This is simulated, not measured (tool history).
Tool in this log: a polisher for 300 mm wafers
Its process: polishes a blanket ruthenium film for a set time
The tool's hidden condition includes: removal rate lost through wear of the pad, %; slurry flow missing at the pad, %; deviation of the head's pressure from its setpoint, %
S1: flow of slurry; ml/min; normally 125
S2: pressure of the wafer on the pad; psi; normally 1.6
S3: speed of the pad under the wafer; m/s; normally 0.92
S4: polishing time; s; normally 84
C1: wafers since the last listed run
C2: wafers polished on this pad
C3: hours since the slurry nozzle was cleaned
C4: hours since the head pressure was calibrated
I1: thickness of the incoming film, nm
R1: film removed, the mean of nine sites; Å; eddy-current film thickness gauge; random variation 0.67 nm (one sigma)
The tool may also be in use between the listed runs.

run,hour,S1,S2,S3,S4,C1,C2,C3,C4,I1,R1
1,0.0,125,1.6,0.92,66,0,1193,293.5,269.8,533.1,436
2,62.6,125,1.6,0.92,84,511,1704,356.1,332.4,535.3,554
# hour 161.7: worn pad replaced by a new one
3,270.5,125,1.6,0.92,84,1664,888,564.0,540.3,531.3,563
4,322.2,125,1.6,0.92,84,422,1310,615.7,592.0,533.1,556
5,387.6,125,1.6,0.92,84,533,1844,681.1,657.4,529.1,542
# hour 392.1: slurry nozzle cleaned
6,441.4,125,1.6,0.92,84,431,2275,49.3,711.2,529.5,555
# hour 471.3: worn pad replaced by a new one
# hour 480.5: head pressure recalibrated
7,481.0,125,1.6,0.92,84,274,63,88.9,0.5,535.0,600
8,507.7,125,1.6,0.92,84,217,280,115.6,27.2,524.7,587
9,553.0,125,1.6,0.92,84,369,650,160.9,72.5,526.6,559
10,614.7,125,1.6,0.92,84,503,1154,222.6,134.2,530.9,558
11,658.9,125,1.6,0.92,84,360,1515,266.8,178.4,532.6,547
12,690.8,125,1.6,0.92,84,260,1775,298.7,210.3,527.9,552
13,731.0,125,1.6,0.92,84,328,2104,338.9,250.5,538.8,554
# hour 763.6: worn pad replaced by a new one, of another model than before
14,904.1,125,1.6,0.92,84,1380,1146,512.0,423.6,530.2,564
15,929.0,125,2.1,1.14,94,203,1350,536.9,448.5,534.9,772
16,972.7,125,2.1,1.14,94,356,1707,580.6,492.2,528.2,757
17,1017.2,125,1.6,0.92,66,363,2070,625.1,536.7,535.3,433
18,1049.6,125,1.6,0.92,84,264,2334,657.5,569.1,529.5,547
# hour 1077.3: slurry nozzle cleaned
# hour 1083.2: worn pad replaced by a new one
19,1092.6,125,1.6,0.92,84,310,76,15.3,612.1,528.3,608
20,1139.0,125,1.2,1.04,84,378,455,61.7,658.5,535.0,537
21,1201.6,100,1.6,1.08,103,511,966,124.3,721.1,520.1,640
# hour 1240.6: head pressure recalibrated
22,1243.8,125,1.2,1.04,84,328,1294,166.5,3.2,523.9,516
23,1303.6,105,1.4,0.82,109,488,1782,226.3,63.0,523.2,588
# hour 1372.0: worn pad replaced by a new one
24,1372.5,125,1.6,0.92,84,529,3,295.2,131.9,535.5,617
25,1413.8,125,1.6,1.04,103,337,341,336.5,173.2,530.8,781
26,1469.6,125,1.6,0.92,72,455,796,392.3,229.0,526.3,497
27,1524.3,125,2.1,0.92,71,446,1243,447.0,283.7,529.4,556
28,1584.0,150,1.6,1.10,84,487,1730,506.7,343.4,518.6,640

Each row is a separate what-if for the run after 28, all from the same tool condition, not one after another. Results?
A,1584.4,125,1.6,0.92,84,3,1734,507.1,343.8,528.5,?
B,1584.4,125,2.1,0.72,84,3,1734,507.1,343.8,528.5,?
C,1584.4,100,1.6,1.00,111,3,1734,507.1,343.8,528.5,?

run,R1
A,556
B,586
C,667
What these runs would have given with no unlogged condition in the tool:
run,R1
A,619
B,651
C,743
